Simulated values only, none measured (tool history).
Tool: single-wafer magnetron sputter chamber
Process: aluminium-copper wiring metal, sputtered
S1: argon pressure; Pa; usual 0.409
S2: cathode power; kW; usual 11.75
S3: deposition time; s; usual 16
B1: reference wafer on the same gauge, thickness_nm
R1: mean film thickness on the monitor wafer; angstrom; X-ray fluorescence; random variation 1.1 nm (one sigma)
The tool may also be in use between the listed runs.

Run 1, day 0: usual settings; B1 374.032. Result: R1 3555.34 angstrom.
Run 2, day 0.688: usual settings; B1 373.672. Result: R1 3552.46 angstrom.
Run 3, day 1.042: usual settings; B1 373.87. Result: R1 3533.55 angstrom.
Run 4, day 1.292: usual settings but S3 14.5 s; B1 374.041. Result: R1 3190.13 angstrom.
Run 5, day 1.683: usual settings but S3 14.5 s; B1 373.977. Result: R1 3191.31 angstrom.
Run 6, day 1.962: usual settings; B1 374.363. Result: R1 3509.29 angstrom.
Run 7, day 2.3: usual settings; B1 374.037. Result: R1 3484.75 angstrom.
At day 2.879: magnet pack replaced.
At day 2.933: gauge calibrated.
At day 3.117: sputter target and shields replaced.
Run 8, day 3.138: usual settings; B1 374.085. Result: R1 3569.36 angstrom.
Run 9, day 3.308: usual settings; B1 373.901. Result: R1 3559.75 angstrom.
Run 10, day 3.958: usual settings but S1 0.571 Pa; B1 373.932. Result: R1 3334.71 angstrom.
Run 11, day 4.658: usual settings but S1 0.473 Pa, S2 13.3 kW, S3 17.3 s; B1 374.063. Result: R1 4102.95 angstrom.
Run 12, day 5.033: usual settings but S1 0.46 Pa, S2 12.9 kW; B1 374.414. Result: R1 3714.12 angstrom.
Run 13, day 5.446: usual settings but S3 18.5 s; B1 373.995. Result: R1 4039.57 angstrom.
At day 6.021: sputter target and shields replaced.
Run 14, day 6.121: usual settings; B1 374.136. Result: R1 3582.91 angstrom.
At day 6.921: capacitance manometer re-zeroed and calibrated.
Run 15, day 7.167: usual settings but S2 13 kW; B1 373.835. Result: R1 3821.86 angstrom.
Run 16, day 7.846: usual settings but S2 13 kW; B1 374.215. Result: R1 3810.31 angstrom.
Run 17, day 8.525: usual settings but S1 0.467 Pa, S2 8.95 kW, S3 13.6 s; B1 373.721. Result: R1 2367.54 angstrom.
At day 9.108: sputter target and shields replaced.
Run 18, day 9.129: usual settings; B1 374.06. Result: R1 3572.76 angstrom.

The tool's hidden state at each run:
true argon pressure above the setpoint (%): 0 in every run
gauge reads high (%): 0 in every run
H1: deposition rate above that of a new target (%)
run      H1
  1  -0.585
  2   -1.27
  3   -1.62
  4   -1.86
  5   -2.25
  6   -2.53
  7   -2.86
  8  -0.136
  9  -0.305
 10  -0.949
 11   -1.64
 12   -2.01
 13   -2.42
 14  -0.482
 15   -1.52
 16   -2.19
 17   -2.86
 18  -0.234
